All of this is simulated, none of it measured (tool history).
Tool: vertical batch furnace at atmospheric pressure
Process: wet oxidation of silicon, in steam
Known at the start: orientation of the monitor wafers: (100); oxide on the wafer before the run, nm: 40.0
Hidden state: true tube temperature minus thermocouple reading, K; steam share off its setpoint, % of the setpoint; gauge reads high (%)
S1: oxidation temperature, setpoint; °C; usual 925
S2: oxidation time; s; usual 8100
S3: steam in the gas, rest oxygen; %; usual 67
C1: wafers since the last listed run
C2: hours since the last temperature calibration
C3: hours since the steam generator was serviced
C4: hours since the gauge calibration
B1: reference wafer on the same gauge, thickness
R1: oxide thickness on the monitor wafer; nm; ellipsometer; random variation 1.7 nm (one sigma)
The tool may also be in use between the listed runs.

run,day,S1,S2,S3,C1,C2,C3,C4,B1,R1
1,0,925,8100,67,0,3283,1152,507.9,269.95,297.38
2,4.871,925,8100,67,1590,3399.9,1268.9,624.8,268.87,296.15
3,13.408,925,8100,67,2787,3604.8,1473.8,829.7,268.89,295.4
4,14.646,925,8100,67,404,3634.5,1503.5,859.4,269.47,290.91
# day 15.767: gauge calibrated
# day 15.912: steam generator serviced
5,17.367,925,8100,67,561,3699.8,34.9,38.4,268.25,303.91
# day 20: thermocouples replaced and temperature profile calibrated
6,20.021,936,10110,67,540,0.5,98.6,102.1,268.15,393.5
7,20.508,925,8100,67,159,12.2,110.3,113.8,268.53,305.27
8,23.129,925,8100,67,855,75.1,173.2,176.7,268.56,302.08
9,25.133,925,8100,67,654,123.2,221.3,224.8,268.28,305.92
10,27.304,942,10350,77,708,175.3,273.4,276.9,268.88,454.41
11,28.438,925,10920,67,370,202.5,300.6,304.1,268.78,378.97
12,31.333,925,8100,67,945,272,370.1,373.6,269.19,302.4
13,34.054,925,8100,55,888,337.3,435.4,438.9,270.05,264.97
14,35.075,925,8100,67,333,361.8,459.9,463.4,269.69,301.75
15,37.146,907,8100,60,676,411.5,509.6,513.1,268.72,237.75
16,38.388,925,5730,67,405,441.3,539.4,542.9,268.12,237.92
17,41.038,925,11730,63,865,504.9,603,606.5,268.94,380.64
18,42.192,948,8100,58,376,532.6,630.7,634.2,268.96,331.7

5 ways to go on from here, each from the tool as it stands after run 18. What would each give?
A,42.425,925,5070,67,76,538.2,636.3,639.8,?,?
B,42.425,925,8100,60,76,538.2,636.3,639.8,?,?
C,42.425,901,9360,78,76,538.2,636.3,639.8,?,?
D,42.425,932,9990,74,76,538.2,636.3,639.8,?,?
E,42.425,903,4620,75,76,538.2,636.3,639.8,?,?

run,B1,R1
A,269.8,216.65
B,269.8,279.93
C,269.8,299.89
D,269.8,399.76
E,269.8,178.21
Without the tool's hidden state the same runs would have given:
run,R1
A,219.21
B,283.27
C,303.57
D,404.44
E,180.32

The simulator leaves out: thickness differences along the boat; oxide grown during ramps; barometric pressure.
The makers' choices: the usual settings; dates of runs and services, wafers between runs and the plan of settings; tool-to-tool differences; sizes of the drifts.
